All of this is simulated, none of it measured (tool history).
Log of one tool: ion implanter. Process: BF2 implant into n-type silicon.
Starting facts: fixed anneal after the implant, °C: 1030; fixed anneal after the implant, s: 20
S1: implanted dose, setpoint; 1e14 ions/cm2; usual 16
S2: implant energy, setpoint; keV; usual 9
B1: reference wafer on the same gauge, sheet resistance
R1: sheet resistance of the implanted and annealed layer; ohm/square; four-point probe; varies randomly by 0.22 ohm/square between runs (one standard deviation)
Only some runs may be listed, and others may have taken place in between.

{"run": 1, "hour": 0.0, "S1": 16, "S2": 9, "B1": 137.03, "R1": 151.05}
{"run": 2, "hour": 53.9, "S1": 16, "S2": 7.5, "B1": 136.97, "R1": 156.4}
{"run": 3, "hour": 123.7, "S1": 16, "S2": 9, "B1": 137, "R1": 150.87}
{"run": 4, "hour": 223.1, "S1": 16, "S2": 9, "B1": 136.98, "R1": 151.08}
{"run": 5, "hour": 293.7, "S1": 18.26, "S2": 10.5, "B1": 137.01, "R1": 143.21}
{"run": 6, "hour": 357.5, "S1": 18.26, "S2": 10.5, "B1": 137, "R1": 143.19}
{"run": 7, "hour": 520.6, "S1": 18.26, "S2": 10.5, "B1": 137.05, "R1": 143.34}
{"run": 8, "hour": 558.9, "S1": 16, "S2": 9, "B1": 137, "R1": 151.37}
{"run": 9, "hour": 613.6, "S1": 16, "S2": 9, "B1": 137.03, "R1": 151.21}
{"run": 10, "hour": 653.8, "S1": 16, "S2": 9, "B1": 136.95, "R1": 151.4}
{"run": 11, "hour": 748.7, "S1": 16, "S2": 9, "B1": 137.03, "R1": 151.36}
{"run": 12, "hour": 810.1, "S1": 16, "S2": 9, "B1": 136.98, "R1": 152.09}
{"run": 13, "hour": 963.3, "S1": 18.79, "S2": 7.5, "B1": 137, "R1": 154.61}
{"hour": 978.5, "done": "Faraday cup replaced and dose calibrated"}
{"hour": 1007.6, "done": "extraction supply calibrated"}
{"run": 14, "hour": 1008.1, "S1": 16, "S2": 7, "B1": 137, "R1": 157.99}
{"run": 15, "hour": 1071.7, "S1": 16, "S2": 7, "B1": 136.97, "R1": 157.95}
{"hour": 1090.0, "done": "gauge calibrated"}
{"run": 16, "hour": 1107.7, "S1": 16, "S2": 7, "B1": 137.01, "R1": 157.39}
{"run": 17, "hour": 1158.0, "S1": 14.15, "S2": 9, "B1": 137, "R1": 153.9}
{"run": 18, "hour": 1240.4, "S1": 19.17, "S2": 9, "B1": 137.03, "R1": 146.82}
{"run": 19, "hour": 1324.6, "S1": 16, "S2": 9, "B1": 137.02, "R1": 149.95}
{"run": 20, "hour": 1415.2, "S1": 20.63, "S2": 7.5, "B1": 136.92, "R1": 151.58}
{"run": 21, "hour": 1499.2, "S1": 16, "S2": 9, "B1": 136.95, "R1": 150.18}
{"run": 22, "hour": 1594.9, "S1": 16, "S2": 10, "B1": 137.04, "R1": 146.65}
{"run": 23, "hour": 1689.1, "S1": 13.45, "S2": 11.5, "B1": 136.98, "R1": 147.79}
{"run": 24, "hour": 1765.6, "S1": 20.44, "S2": 9, "B1": 137.02, "R1": 145.72}
{"run": 25, "hour": 1858.7, "S1": 14.05, "S2": 9, "B1": 137.02, "R1": 155.14}
{"run": 26, "hour": 1958.3, "S1": 13.99, "S2": 6.5, "B1": 137, "R1": 166.75}
{"hour": 1992.8, "done": "Faraday cup replaced and dose calibrated"}
{"run": 27, "hour": 2050.0, "S1": 18.26, "S2": 9, "B1": 137.03, "R1": 147.56}
{"run": 28, "hour": 2142.1, "S1": 16, "S2": 7, "B1": 137.01, "R1": 157.56}
{"run": 29, "hour": 2195.3, "S1": 20.77, "S2": 12, "B1": 137.02, "R1": 135.48}
{"run": 30, "hour": 2261.5, "S1": 14.65, "S2": 10, "B1": 137.02, "R1": 148.8}
{"run": 31, "hour": 2361.2, "S1": 14.26, "S2": 6, "B1": 137.01, "R1": 166.53}
{"run": 32, "hour": 2445.1, "S1": 17.7, "S2": 7, "B1": 136.99, "R1": 156.18}
{"run": 33, "hour": 2501.1, "S1": 20.19, "S2": 11, "B1": 136.97, "R1": 139.27}

Forecast run 34:
{"run": 34, "hour": 2564.7, "S1": 16, "S2": 9, "B1": "?", "R1": "?"}

B1: 136.98
R1: 150.13 ohm/square
With the hidden condition absent and the run-to-run variation left alone, this run would have shown R1 149.53 ohm/square.
